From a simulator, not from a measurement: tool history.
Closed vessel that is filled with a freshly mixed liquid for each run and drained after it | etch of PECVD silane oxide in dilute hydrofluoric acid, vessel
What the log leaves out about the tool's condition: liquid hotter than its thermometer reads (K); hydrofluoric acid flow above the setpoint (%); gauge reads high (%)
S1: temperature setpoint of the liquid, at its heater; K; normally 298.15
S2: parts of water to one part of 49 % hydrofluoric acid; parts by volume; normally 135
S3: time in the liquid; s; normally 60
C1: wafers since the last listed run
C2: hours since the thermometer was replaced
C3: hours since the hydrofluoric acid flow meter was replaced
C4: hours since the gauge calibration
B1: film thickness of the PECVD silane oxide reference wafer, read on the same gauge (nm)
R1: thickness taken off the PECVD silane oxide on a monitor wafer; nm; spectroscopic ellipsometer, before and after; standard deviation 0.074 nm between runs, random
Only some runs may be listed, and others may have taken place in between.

| run | hour | S1 | S2 | S3 | C1 | C2 | C3 | C4 | B1 | R1 |
|---|---|---|---|---|---|---|---|---|---|---|
| 1 | 0 | 301.65 | 135 | 60 | 0 | 2316.2 | 263.9 | 818.4 | 60.01 | 15.63 |
| 2 | 20.4 | 298.15 | 135 | 60 | 2663 | 2336.6 | 284.3 | 838.8 | 60.03 | 13.85 |
| 3 | 51.5 | 298.15 | 135 | 60 | 4061 | 2367.7 | 315.4 | 869.9 | 60.01 | 13.82 |
| 4 | 68.8 | 298.15 | 135 | 60 | 2259 | 2385 | 332.7 | 887.2 | 59.99 | 13.81 |
| 5 | 101.6 | 298.15 | 135 | 60 | 4283 | 2417.8 | 365.5 | 920 | 59.98 | 13.81 |
| 6 | 127.9 | 298.15 | 135 | 60 | 3434 | 2444.1 | 391.8 | 946.3 | 60.03 | 13.86 |
| 7 | 146.6 | 298.15 | 135 | 75 | 2441 | 2462.8 | 410.5 | 965 | 59.99 | 17.38 |
|  | 158.7 | gauge calibrated |
| 8 | 163.6 | 298.15 | 135 | 75 | 2219 | 2479.8 | 427.5 | 4.9 | 59.99 | 17.3 |
| 9 | 179.5 | 298.15 | 135 | 75 | 2076 | 2495.7 | 443.4 | 20.8 | 59.99 | 17.52 |
| 10 | 203.6 | 298.15 | 135 | 60 | 3147 | 2519.8 | 467.5 | 44.9 | 60 | 13.83 |
| 11 | 218.1 | 298.15 | 135 | 60 | 1893 | 2534.3 | 482 | 59.4 | 60.05 | 13.93 |
| 12 | 242.1 | 298.15 | 80 | 60 | 3134 | 2558.3 | 506 | 83.4 | 60 | 25.35 |
| 13 | 273.1 | 298.15 | 135 | 60 | 4048 | 2589.3 | 537 | 114.4 | 60 | 13.96 |
| 14 | 308.5 | 298.15 | 135 | 90 | 4622 | 2624.7 | 572.4 | 149.8 | 59.97 | 20.79 |
| 15 | 325.4 | 299.65 | 200 | 45 | 2206 | 2641.6 | 589.3 | 166.7 | 59.99 | 6.88 |
| 16 | 345.4 | 299.65 | 135 | 60 | 2611 | 2661.6 | 609.3 | 186.7 | 59.99 | 14.73 |
| 17 | 377 | 298.15 | 135 | 60 | 4126 | 2693.2 | 640.9 | 218.3 | 60.01 | 14.04 |
| 18 | 411.5 | 298.15 | 135 | 35 | 4505 | 2727.7 | 675.4 | 252.8 | 60.03 | 8.1 |
| 19 | 444.5 | 301.15 | 135 | 60 | 4309 | 2760.7 | 708.4 | 285.8 | 59.99 | 15.6 |
| 20 | 469.9 | 298.15 | 135 | 60 | 3316 | 2786.1 | 733.8 | 311.2 | 59.98 | 13.91 |
| 21 | 485.6 | 293.15 | 95 | 60 | 2050 | 2801.8 | 749.5 | 326.9 | 59.95 | 17.25 |
| 22 | 501.1 | 298.15 | 135 | 60 | 2024 | 2817.3 | 765 | 342.4 | 60.03 | 14.01 |
|  | 505.5 | thermometer replaced |
| 23 | 525.3 | 298.15 | 70 | 40 | 3029 | 19.8 | 789.2 | 366.6 | 59.98 | 18.01 |
|  | 539.8 | hydrofluoric acid flow meter replaced |
| 24 | 584.4 | 299.65 | 175 | 85 | 7587 | 78.9 | 44.6 | 425.7 | 60.01 | 14.27 |
| 25 | 616.1 | 302.15 | 180 | 40 | 4139 | 110.6 | 76.3 | 457.4 | 60.01 | 7.01 |
| 26 | 646.4 | 295.65 | 105 | 60 | 3956 | 140.9 | 106.6 | 487.7 | 60.01 | 15.67 |
| 27 | 678.1 | 302.65 | 135 | 50 | 4139 | 172.6 | 138.3 | 519.4 | 59.95 | 12.72 |
| 28 | 703.5 | 299.65 | 135 | 60 | 3316 | 198 | 163.7 | 544.8 | 60.02 | 13.68 |
| 29 | 732.9 | 299.65 | 135 | 30 | 3839 | 227.4 | 193.1 | 574.2 | 59.98 | 6.91 |
| 30 | 749.4 | 298.15 | 135 | 60 | 2154 | 243.9 | 209.6 | 590.7 | 60.03 | 13.02 |
| 31 | 773.8 | 302.15 | 70 | 45 | 3186 | 268.3 | 234 | 615.1 | 59.99 | 23.7 |
| 32 | 795 | 300.65 | 75 | 85 | 2768 | 289.5 | 255.2 | 636.3 | 60.02 | 38.98 |

Run-by-run hidden state of the tool:
hydrofluoric acid flow above the setpoint (%): 0 at every run
gauge reads high (%): 0 at every run
H1: liquid hotter than its thermometer reads (K)
| run | H1 |
|---|---|
| 1 | 2.33 |
| 2 | 2.35 |
| 3 | 2.37 |
| 4 | 2.39 |
| 5 | 2.42 |
| 6 | 2.44 |
| 7 | 2.46 |
| 8 | 2.47 |
| 9 | 2.48 |
| 10 | 2.5 |
| 11 | 2.52 |
| 12 | 2.54 |
| 13 | 2.56 |
| 14 | 2.59 |
| 15 | 2.61 |
| 16 | 2.62 |
| 17 | 2.65 |
| 18 | 2.68 |
| 19 | 2.71 |
| 20 | 2.73 |
| 21 | 2.74 |
| 22 | 2.75 |
| 23 | 0.411 |
| 24 | 0.461 |
| 25 | 0.488 |
| 26 | 0.513 |
| 27 | 0.54 |
| 28 | 0.562 |
| 29 | 0.586 |
| 30 | 0.6 |
| 31 | 0.621 |
| 32 | 0.639 |

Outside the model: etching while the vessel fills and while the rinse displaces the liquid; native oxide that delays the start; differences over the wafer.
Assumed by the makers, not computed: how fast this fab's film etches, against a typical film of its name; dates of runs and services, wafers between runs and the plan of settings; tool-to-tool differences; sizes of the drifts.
